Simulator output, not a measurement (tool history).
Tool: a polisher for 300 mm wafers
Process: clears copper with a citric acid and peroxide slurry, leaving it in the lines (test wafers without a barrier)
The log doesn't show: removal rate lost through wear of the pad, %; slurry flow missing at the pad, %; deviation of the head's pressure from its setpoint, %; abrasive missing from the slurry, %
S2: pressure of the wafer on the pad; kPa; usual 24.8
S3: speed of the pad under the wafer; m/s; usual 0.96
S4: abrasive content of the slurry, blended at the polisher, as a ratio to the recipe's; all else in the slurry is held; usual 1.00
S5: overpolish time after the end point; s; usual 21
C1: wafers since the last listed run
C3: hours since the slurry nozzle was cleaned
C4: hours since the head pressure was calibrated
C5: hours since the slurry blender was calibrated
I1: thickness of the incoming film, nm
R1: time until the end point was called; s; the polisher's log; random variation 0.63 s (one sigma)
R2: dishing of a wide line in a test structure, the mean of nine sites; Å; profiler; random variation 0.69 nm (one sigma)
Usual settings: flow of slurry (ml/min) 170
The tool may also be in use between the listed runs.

run 1 hour=0.0 | flow_of_slurry_(ml/min)=170 S2=28.3 S3=0.96 S4=1.00 S5=21 | C1=0 wafers_polished_on_this_pad=670 C3=261.1 C4=621.5 C5=195.8 | I1=219.1 | R1=68.7 R2=491
run 2 hour=6.8 | flow_of_slurry_(ml/min)=170 S2=24.8 S3=0.96 S4=1.00 S5=21 | C1=59 wafers_polished_on_this_pad=730 C3=267.9 C4=628.3 C5=202.6 | I1=213.7 | R1=77.7 R2=450
-- hour=23.2 worn pad replaced by a new one
run 3 hour=23.7 | flow_of_slurry_(ml/min)=170 S2=24.8 S3=0.96 S4=1.00 S5=21 | C1=113 wafers_polished_on_this_pad=4 C3=284.8 C4=645.2 C5=219.5 | I1=215.0 | R1=71.9 R2=476
run 4 hour=31.9 | flow_of_slurry_(ml/min)=170 S2=24.8 S3=0.96 S4=1.00 S5=21 | C1=72 wafers_polished_on_this_pad=76 C3=293.0 C4=653.4 C5=227.7 | I1=215.9 | R1=72.0 R2=474
-- hour=38.0 slurry blender recalibrated
run 5 hour=39.2 | flow_of_slurry_(ml/min)=170 S2=24.8 S3=0.96 S4=1.10 S5=21 | C1=46 wafers_polished_on_this_pad=123 C3=300.3 C4=660.7 C5=1.2 | I1=213.5 | R1=70.5 R2=476
run 6 hour=49.5 | flow_of_slurry_(ml/min)=190 S2=24.8 S3=0.96 S4=1.00 S5=21 | C1=90 wafers_polished_on_this_pad=213 C3=310.6 C4=671.0 C5=11.5 | I1=213.6 | R1=71.2 R2=472
-- hour=59.3 slurry nozzle cleaned
run 7 hour=59.8 | flow_of_slurry_(ml/min)=190 S2=24.8 S3=0.96 S4=1.00 S5=21 | C1=81 wafers_polished_on_this_pad=295 C3=0.5 C4=681.3 C5=21.8 | I1=212.3 | R1=71.9 R2=471
run 8 hour=76.3 | flow_of_slurry_(ml/min)=190 S2=24.8 S3=0.96 S4=1.00 S5=21 | C1=145 wafers_polished_on_this_pad=440 C3=17.0 C4=697.8 C5=38.3 | I1=216.6 | R1=73.5 R2=466
run 9 hour=88.1 | flow_of_slurry_(ml/min)=170 S2=24.8 S3=0.96 S4=1.00 S5=21 | C1=103 wafers_polished_on_this_pad=544 C3=28.8 C4=709.6 C5=50.1 | I1=212.7 | R1=73.9 R2=460
run 10 hour=97.5 | flow_of_slurry_(ml/min)=210 S2=24.8 S3=0.76 S4=1.00 S5=27 | C1=82 wafers_polished_on_this_pad=627 C3=38.2 C4=719.0 C5=59.5 | I1=216.9 | R1=95.1 R2=480
run 11 hour=104.1 | flow_of_slurry_(ml/min)=170 S2=24.8 S3=0.66 S4=1.00 S5=21 | C1=58 wafers_polished_on_this_pad=685 C3=44.8 C4=725.6 C5=66.1 | I1=212.3 | R1=109.2 R2=332
-- hour=116.2 worn pad replaced by a new one
-- hour=116.5 head pressure recalibrated
run 12 hour=120.2 | flow_of_slurry_(ml/min)=170 S2=24.8 S3=0.82 S4=1.10 S5=24 | C1=103 wafers_polished_on_this_pad=32 C3=60.9 C4=3.7 C5=82.2 | I1=212.2 | R1=82.1 R2=469
run 13 hour=135.7 | flow_of_slurry_(ml/min)=170 S2=24.8 S3=0.96 S4=1.00 S5=21 | C1=136 wafers_polished_on_this_pad=169 C3=76.4 C4=19.2 C5=97.7 | I1=215.4 | R1=71.6 R2=470
run 14 hour=143.2 | flow_of_slurry_(ml/min)=170 S2=24.8 S3=0.96 S4=1.00 S5=10 | C1=65 wafers_polished_on_this_pad=234 C3=83.9 C4=26.7 C5=105.2 | I1=214.7 | R1=72.4 R2=243
run 15 hour=176.2 | flow_of_slurry_(ml/min)=150 S2=24.8 S3=0.76 S4=1.00 S5=21 | C1=290 wafers_polished_on_this_pad=525 C3=116.9 C4=59.7 C5=138.2 | I1=213.6 | R1=93.7 R2=383
run 16 hour=193.2 | flow_of_slurry_(ml/min)=170 S2=24.8 S3=0.80 S4=0.75 S5=31 | C1=149 wafers_polished_on_this_pad=674 C3=133.9 C4=76.7 C5=155.2 | I1=216.6 | R1=95.9 R2=513
run 17 hour=204.2 | flow_of_slurry_(ml/min)=170 S2=24.8 S3=0.96 S4=1.00 S5=21 | C1=96 wafers_polished_on_this_pad=771 C3=144.9 C4=87.7 C5=166.2 | I1=216.0 | R1=77.6 R2=445
-- hour=216.4 worn pad replaced by a new one
run 18 hour=216.9 | flow_of_slurry_(ml/min)=155 S2=32.4 S3=0.96 S4=1.10 S5=32 | C1=76 wafers_polished_on_this_pad=4 C3=157.6 C4=100.4 C5=178.9 | I1=213.1 | R1=56.2 R2=771
run 19 hour=227.2 | flow_of_slurry_(ml/min)=170 S2=24.8 S3=0.96 S4=1.00 S5=21 | C1=90 wafers_polished_on_this_pad=95 C3=167.9 C4=110.7 C5=189.2 | I1=213.2 | R1=73.3 R2=458
run 20 hour=240.5 | flow_of_slurry_(ml/min)=150 S2=24.8 S3=1.08 S4=1.00 S5=18 | C1=116 wafers_polished_on_this_pad=212 C3=181.2 C4=124.0 C5=202.5 | I1=211.7 | R1=66.6 R2=434
run 21 hour=257.7 | flow_of_slurry_(ml/min)=195 S2=29.6 S3=1.16 S4=0.85 S5=21 | C1=151 wafers_polished_on_this_pad=363 C3=198.4 C4=141.2 C5=219.7 | I1=212.7 | R1=52.0 R2=598

The next listed run, before its measurement:
-- hour=265.8 slurry blender recalibrated
run 22 hour=274.6 | flow_of_slurry_(ml/min)=190 S2=24.8 S3=1.20 S4=0.85 S5=24 | C1=131 wafers_polished_on_this_pad=494 C3=215.3 C4=158.1 C5=8.8 | I1=216.6 | R1=? R2=?

R1: 63.1 s
R2: 588 Å
Without the tool's hidden state the same run would have given R1 59.0 s, R2 618 Å.
